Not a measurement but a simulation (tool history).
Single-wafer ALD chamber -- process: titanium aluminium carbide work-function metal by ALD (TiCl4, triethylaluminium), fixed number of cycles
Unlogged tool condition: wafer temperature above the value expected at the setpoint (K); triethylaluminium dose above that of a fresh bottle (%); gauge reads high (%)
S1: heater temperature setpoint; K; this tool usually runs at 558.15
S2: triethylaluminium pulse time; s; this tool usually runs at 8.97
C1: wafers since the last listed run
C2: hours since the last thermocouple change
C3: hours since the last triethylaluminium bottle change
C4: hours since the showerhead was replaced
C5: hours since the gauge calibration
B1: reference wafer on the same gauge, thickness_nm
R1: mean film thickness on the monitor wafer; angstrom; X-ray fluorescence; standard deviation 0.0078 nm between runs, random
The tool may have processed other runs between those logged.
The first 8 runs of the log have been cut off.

| run | day | S1 | S2 | C1 | C2 | C3 | C4 | C5 | B1 | R1 |
|---|---|---|---|---|---|---|---|---|---|---|
| 9 | 4.212 | 558.15 | 8.97 | 153 | 2491 | 1332.9 | 5634 | 335.6 | 1.538 | 15.35 |
| 10 | 4.829 | 558.15 | 8.97 | 132 | 2505.8 | 1347.7 | 5648.8 | 350.4 | 1.54 | 15.36 |
| 11 | 5.379 | 551.15 | 6.5 | 117 | 2519 | 1360.9 | 5662 | 363.6 | 1.538 | 11.97 |
| 12 | 6.121 | 551.15 | 6.5 | 158 | 2536.8 | 1378.7 | 5679.8 | 381.4 | 1.536 | 12.01 |
| 13 | 6.75 | 551.15 | 6.5 | 134 | 2551.9 | 1393.8 | 5694.9 | 396.5 | 1.538 | 12.1 |
| 14 | 7.117 | 558.15 | 8.97 | 78 | 2560.7 | 1402.6 | 5703.7 | 405.3 | 1.537 | 15.32 |
| 15 | 7.367 | 558.15 | 8.97 | 53 | 2566.7 | 1408.6 | 5709.7 | 411.3 | 1.541 | 15.41 |
|  | 7.962 | triethylaluminium bottle replaced |
| 16 | 7.983 | 553.15 | 7.41 | 60 | 2581.5 | 0.5 | 5724.5 | 426.1 | 1.539 | 15.38 |
| 17 | 8.071 | 558.15 | 8.97 | 18 | 2583.6 | 2.6 | 5726.6 | 428.2 | 1.542 | 16.6 |
| 18 | 8.425 | 558.15 | 8.97 | 75 | 2592.1 | 11.1 | 5735.1 | 436.7 | 1.542 | 16.59 |
| 19 | 9.004 | 570.15 | 8.97 | 124 | 2606 | 25 | 5749 | 450.6 | 1.543 | 17.46 |
|  | 9.992 | thermocouple changed; heater temperature recalibrated |
| 20 | 10.012 | 543.15 | 7.58 | 144 | 0.5 | 49.2 | 5773.2 | 474.8 | 1.541 | 14.84 |
| 21 | 10.312 | 558.15 | 8.97 | 64 | 7.7 | 56.4 | 5780.4 | 482 | 1.539 | 16.61 |
| 22 | 10.675 | 543.15 | 7.69 | 77 | 16.4 | 65.1 | 5789.1 | 490.7 | 1.539 | 14.63 |
| 23 | 11.079 | 558.15 | 8.97 | 86 | 26.1 | 74.8 | 5798.8 | 500.4 | 1.538 | 16.55 |
|  | 11.162 | gauge calibrated |
|  | 11.833 | showerhead replaced |
| 24 | 11.996 | 571.15 | 7.65 | 124 | 48.1 | 96.8 | 3.9 | 20 | 1.542 | 16.4 |
| 25 | 12.521 | 544.15 | 10.19 | 112 | 60.7 | 109.4 | 16.5 | 32.6 | 1.542 | 15.95 |
| 26 | 13.058 | 551.15 | 6.5 | 115 | 73.6 | 122.3 | 29.4 | 45.5 | 1.538 | 13.78 |
| 27 | 13.717 | 558.15 | 12.39 | 140 | 89.4 | 138.1 | 45.2 | 61.3 | 1.539 | 17.24 |

Run 28 is up next; what results do you expect?
| 28 | 14.188 | 569.15 | 5.38 | 100 | 100.7 | 149.4 | 56.5 | 72.6 | ? | ? |

{"run 28": {"B1": 1.538, "R1": 12.3}}
Without the tool's hidden state the same run would have given R1 13.06 angstrom.
